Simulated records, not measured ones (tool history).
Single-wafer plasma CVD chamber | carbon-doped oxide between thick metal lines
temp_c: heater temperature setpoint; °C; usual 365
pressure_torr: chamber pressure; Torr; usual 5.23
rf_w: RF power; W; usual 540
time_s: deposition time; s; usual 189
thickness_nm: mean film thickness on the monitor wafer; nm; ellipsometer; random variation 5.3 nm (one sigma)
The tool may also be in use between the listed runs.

run,hour,temp_c,pressure_torr,rf_w,time_s,"read-back reference wafer on the same gauge, thickness_nm",thickness_nm
1,0,365,5.23,540,189,1024.567,842.067
2,33.3,365,5.23,540,189,1024.088,840.239
3,54.2,365,5.23,540,189,1024.486,830.032
4,66.6,365,5.23,540,189,1025.854,838.516
5,100.2,365,5.23,540,189,1024.544,838.178
6,123.2,365,5.23,540,189,1025.696,829.398
7,145.7,365,5.23,540,189,1025.834,840.308
8,179.1,375,4.11,540,189,1026.265,803.089
# hour 192.1: gauge calibrated
# hour 204: RF generator calibrated
9,204.5,365,5.23,540,189,1026.131,906.815
# hour 220.5: capacitance manometer re-zeroed and calibrated
10,221.6,365,4.59,540,214,1023.328,1007.534
11,251,357,5.23,540,189,1024.109,909.226
# hour 264.2: thermocouple changed; heater temperature recalibrated
12,275.6,365,5.23,600,160,1025.916,836.777
13,290.5,365,5.23,440,207,1025.833,768.684
14,304.4,373,4.08,485,169,1026.341,670.088
15,328.4,365,4.2,540,189,1025.286,862.77
16,360.8,360,5.23,540,189,1022.917,901.081
17,392.4,365,5.23,540,189,1025.904,884.057
# hour 413.3: showerhead replaced
18,413.8,365,5.23,540,189,1025.539,877.924
19,423,365,5.23,540,189,1025.779,883.764
20,449.9,365,6.46,540,189,1027.234,906.358
21,472.7,365,5.23,540,189,1025.535,891.664
22,488,380,4.25,610,189,1025.976,930.641
23,506.8,372,5.23,540,163,1027.077,745.474
24,524.6,365,5.23,540,189,1023.564,874.505
25,553.1,352,5.62,630,224,1025.824,1242.143
26,569.1,370,5.23,475,189,1025.448,745.956
27,603.9,365,5.23,540,161,1024.771,740.377
28,618.9,365,5.83,540,153,1024.884,721.359
# hour 630.5: gauge calibrated
29,641.6,351,5.23,540,189,1025.504,895.075

3 ways to go on from here, each from the tool as it stands after run 29. What would each give?
A,642.1,365,5.23,455,189,?,?
B,642.1,365,6.15,540,189,?,?
C,642.1,352,5.23,540,189,?,?

run,"read-back reference wafer on the same gauge, thickness_nm",thickness_nm
A,1024.04,710.24
B,1024.04,887.503
C,1024.04,893.214
Without the tool's hidden state the same runs would have given:
run,thickness_nm
A,760.372
B,939.24
C,945.284
